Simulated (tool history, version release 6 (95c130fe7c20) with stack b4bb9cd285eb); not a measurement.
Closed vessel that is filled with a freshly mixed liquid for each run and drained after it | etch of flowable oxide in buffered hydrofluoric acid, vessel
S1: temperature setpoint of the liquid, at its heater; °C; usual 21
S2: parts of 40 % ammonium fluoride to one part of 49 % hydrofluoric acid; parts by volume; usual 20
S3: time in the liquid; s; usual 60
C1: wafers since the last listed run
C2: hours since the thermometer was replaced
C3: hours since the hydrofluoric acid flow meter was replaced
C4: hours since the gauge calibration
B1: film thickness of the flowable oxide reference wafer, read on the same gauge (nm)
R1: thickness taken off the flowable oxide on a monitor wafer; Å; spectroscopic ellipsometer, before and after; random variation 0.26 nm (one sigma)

| run | hour | S1 | S2 | S3 | C1 | C2 | C3 | C4 | B1 | R1 |
|---|---|---|---|---|---|---|---|---|---|---|
| 1 | 0 | 21 | 20 | 60 | 0 | 817.1 | 554.1 | 685 | 130 | 828.6 |
| 2 | 101.2 | 21 | 20 | 60 | 12619 | 918.3 | 655.3 | 786.2 | 130 | 831.3 |
| 3 | 196 | 21 | 20 | 60 | 11821 | 1013.1 | 750.1 | 881 | 130.01 | 831.8 |
| 4 | 303.8 | 17.5 | 20 | 60 | 13442 | 1120.9 | 857.9 | 988.8 | 129.97 | 684.4 |
| 5 | 382.1 | 24 | 20 | 60 | 9764 | 1199.2 | 936.2 | 1067.1 | 130.03 | 981.4 |
| 6 | 449.7 | 24 | 20 | 60 | 8429 | 1266.8 | 1003.8 | 1134.7 | 130.02 | 985.9 |
| 7 | 497.4 | 24 | 20 | 60 | 5948 | 1314.5 | 1051.5 | 1182.4 | 129.99 | 987.2 |
|  | 509.8 | thermometer replaced |
|  | 515.8 | hydrofluoric acid flow meter replaced |
| 8 | 585.9 | 21 | 24.5 | 80 | 10786 | 76.1 | 70.1 | 1270.9 | 130 | 938.5 |
| 9 | 685.3 | 21 | 20 | 60 | 12395 | 175.5 | 169.5 | 1370.3 | 129.99 | 813.8 |
|  | 718.9 | gauge calibrated |
| 10 | 766 | 21 | 16 | 35 | 10063 | 256.2 | 250.2 | 47.1 | 130 | 593.9 |
| 11 | 846.4 | 22.5 | 20 | 85 | 10025 | 336.6 | 330.6 | 127.5 | 130 | 1262 |
| 12 | 941.6 | 21 | 20 | 60 | 11871 | 431.8 | 425.8 | 222.7 | 129.98 | 814.6 |
| 13 | 1037.5 | 23.5 | 12.5 | 60 | 11958 | 527.7 | 521.7 | 318.6 | 130.01 | 1500.8 |
| 14 | 1125.9 | 24.5 | 20 | 60 | 11023 | 616.1 | 610.1 | 407 | 130 | 1001.5 |
| 15 | 1229.1 | 17 | 22 | 30 | 12869 | 719.3 | 713.3 | 510.2 | 130.01 | 308.3 |

Forecast each of these 4 alternatives for the next run:
| A | 1229.8 | 21 | 20 | 85 | 87 | 720 | 714 | 510.9 | ? | ? |
| B | 1229.8 | 21 | 24.5 | 40 | 87 | 720 | 714 | 510.9 | ? | ? |
| C | 1229.8 | 21 | 17 | 90 | 87 | 720 | 714 | 510.9 | ? | ? |
| D | 1229.8 | 17.5 | 14 | 35 | 87 | 720 | 714 | 510.9 | ? | ? |

| run | B1 | R1 |
|---|---|---|
| A | 130.01 | 1174.4 |
| B | 130.01 | 480.5 |
| C | 130.01 | 1459.9 |
| D | 130.01 | 564.5 |
Without the tool's hidden state the same runs would have given:
| run | R1 |
|---|---|
| A | 1152.4 |
| B | 471.5 |
| C | 1432.5 |
| D | 553.7 |
